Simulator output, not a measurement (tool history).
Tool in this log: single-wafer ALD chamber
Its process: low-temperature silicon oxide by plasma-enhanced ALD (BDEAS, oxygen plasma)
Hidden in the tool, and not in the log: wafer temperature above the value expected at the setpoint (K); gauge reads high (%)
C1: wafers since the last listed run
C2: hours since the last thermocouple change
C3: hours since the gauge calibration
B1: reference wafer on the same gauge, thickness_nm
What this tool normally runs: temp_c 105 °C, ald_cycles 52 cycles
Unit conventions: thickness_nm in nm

{"run": 1, "hour": 0.0, "temp_c": 105, "ald_cycles": 52, "C1": 0, "C2": 621.2, "C3": 1146.4, "B1": 7.101, "thickness_nm": 7.524}
{"run": 2, "hour": 65.5, "temp_c": 105, "ald_cycles": 52, "C1": 270, "C2": 686.7, "C3": 1211.9, "B1": 7.094, "thickness_nm": 7.607}
{"run": 3, "hour": 114.9, "temp_c": 105, "ald_cycles": 52, "C1": 203, "C2": 736.1, "C3": 1261.3, "B1": 7.1, "thickness_nm": 7.591}
{"run": 4, "hour": 168.9, "temp_c": 105, "ald_cycles": 52, "C1": 222, "C2": 790.1, "C3": 1315.3, "B1": 7.093, "thickness_nm": 7.583}
{"run": 5, "hour": 213.7, "temp_c": 105, "ald_cycles": 52, "C1": 184, "C2": 834.9, "C3": 1360.1, "B1": 7.102, "thickness_nm": 7.619}
{"run": 6, "hour": 274.2, "temp_c": 105, "ald_cycles": 52, "C1": 249, "C2": 895.4, "C3": 1420.6, "B1": 7.096, "thickness_nm": 7.645}
{"run": 7, "hour": 345.2, "temp_c": 105, "ald_cycles": 52, "C1": 292, "C2": 966.4, "C3": 1491.6, "B1": 7.083, "thickness_nm": 7.606}
{"run": 8, "hour": 398.1, "temp_c": 105, "ald_cycles": 52, "C1": 218, "C2": 1019.3, "C3": 1544.5, "B1": 7.103, "thickness_nm": 7.612}
{"run": 9, "hour": 445.7, "temp_c": 105, "ald_cycles": 52, "C1": 196, "C2": 1066.9, "C3": 1592.1, "B1": 7.089, "thickness_nm": 7.605}
{"run": 10, "hour": 494.3, "temp_c": 105, "ald_cycles": 52, "C1": 200, "C2": 1115.5, "C3": 1640.7, "B1": 7.094, "thickness_nm": 7.574}
{"run": 11, "hour": 558.8, "temp_c": 105, "ald_cycles": 52, "C1": 266, "C2": 1180, "C3": 1705.2, "B1": 7.099, "thickness_nm": 7.57}
{"run": 12, "hour": 629.1, "temp_c": 105, "ald_cycles": 52, "C1": 290, "C2": 1250.3, "C3": 1775.5, "B1": 7.095, "thickness_nm": 7.549}
{"run": 13, "hour": 838.8, "temp_c": 105, "ald_cycles": 52, "C1": 865, "C2": 1460, "C3": 1985.2, "B1": 7.104, "thickness_nm": 7.616}
{"run": 14, "hour": 920.7, "temp_c": 105, "ald_cycles": 52, "C1": 337, "C2": 1541.9, "C3": 2067.1, "B1": 7.101, "thickness_nm": 7.588}
{"run": 15, "hour": 974.5, "temp_c": 105, "ald_cycles": 52, "C1": 221, "C2": 1595.7, "C3": 2120.9, "B1": 7.098, "thickness_nm": 7.621}
{"run": 16, "hour": 1019.4, "temp_c": 118, "ald_cycles": 57, "C1": 185, "C2": 1640.6, "C3": 2165.8, "B1": 7.1, "thickness_nm": 8.143}
{"run": 17, "hour": 1046.9, "temp_c": 105, "ald_cycles": 52, "C1": 113, "C2": 1668.1, "C3": 2193.3, "B1": 7.089, "thickness_nm": 7.598}
{"hour": 1053.1, "done": "gauge calibrated"}
{"hour": 1076.7, "done": "thermocouple changed; heater temperature recalibrated"}
{"run": 18, "hour": 1093.9, "temp_c": 105, "ald_cycles": 52, "C1": 160, "C2": 17.2, "C3": 40.8, "B1": 7.111, "thickness_nm": 7.562}
{"run": 19, "hour": 1141.3, "temp_c": 105, "ald_cycles": 61, "C1": 195, "C2": 64.6, "C3": 88.2, "B1": 7.104, "thickness_nm": 8.945}
{"run": 20, "hour": 1196.6, "temp_c": 117, "ald_cycles": 49, "C1": 228, "C2": 119.9, "C3": 143.5, "B1": 7.1, "thickness_nm": 7.052}
{"run": 21, "hour": 1222.0, "temp_c": 118, "ald_cycles": 52, "C1": 104, "C2": 145.3, "C3": 168.9, "B1": 7.111, "thickness_nm": 7.429}
{"run": 22, "hour": 1257.5, "temp_c": 105, "ald_cycles": 60, "C1": 146, "C2": 180.8, "C3": 204.4, "B1": 7.083, "thickness_nm": 8.734}
{"run": 23, "hour": 1292.2, "temp_c": 118, "ald_cycles": 57, "C1": 143, "C2": 215.5, "C3": 239.1, "B1": 7.112, "thickness_nm": 8.158}
{"run": 24, "hour": 1330.0, "temp_c": 97, "ald_cycles": 52, "C1": 155, "C2": 253.3, "C3": 276.9, "B1": 7.098, "thickness_nm": 7.713}
{"run": 25, "hour": 1386.4, "temp_c": 105, "ald_cycles": 52, "C1": 232, "C2": 309.7, "C3": 333.3, "B1": 7.102, "thickness_nm": 7.563}
{"run": 26, "hour": 1445.0, "temp_c": 110, "ald_cycles": 48, "C1": 241, "C2": 368.3, "C3": 391.9, "B1": 7.095, "thickness_nm": 6.931}
{"run": 27, "hour": 1475.2, "temp_c": 115, "ald_cycles": 56, "C1": 124, "C2": 398.5, "C3": 422.1, "B1": 7.098, "thickness_nm": 7.972}
{"run": 28, "hour": 1522.4, "temp_c": 101, "ald_cycles": 59, "C1": 194, "C2": 445.7, "C3": 469.3, "B1": 7.1, "thickness_nm": 8.674}
{"run": 29, "hour": 1573.5, "temp_c": 105, "ald_cycles": 52, "C1": 210, "C2": 496.8, "C3": 520.4, "B1": 7.101, "thickness_nm": 7.569}
{"run": 30, "hour": 1599.0, "temp_c": 96, "ald_cycles": 58, "C1": 105, "C2": 522.3, "C3": 545.9, "B1": 7.104, "thickness_nm": 8.673}
{"run": 31, "hour": 1724.4, "temp_c": 105, "ald_cycles": 52, "C1": 517, "C2": 647.7, "C3": 671.3, "B1": 7.105, "thickness_nm": 7.529}

Hidden state at the last listed run before each entry between runs and at the first one after, where it differs:
After run 17, before run 18: gauge calibrated (hour 1053.1); thermocouple changed; heater temperature recalibrated (hour 1076.7)
  no difference in the tool's unlogged condition between these two runs
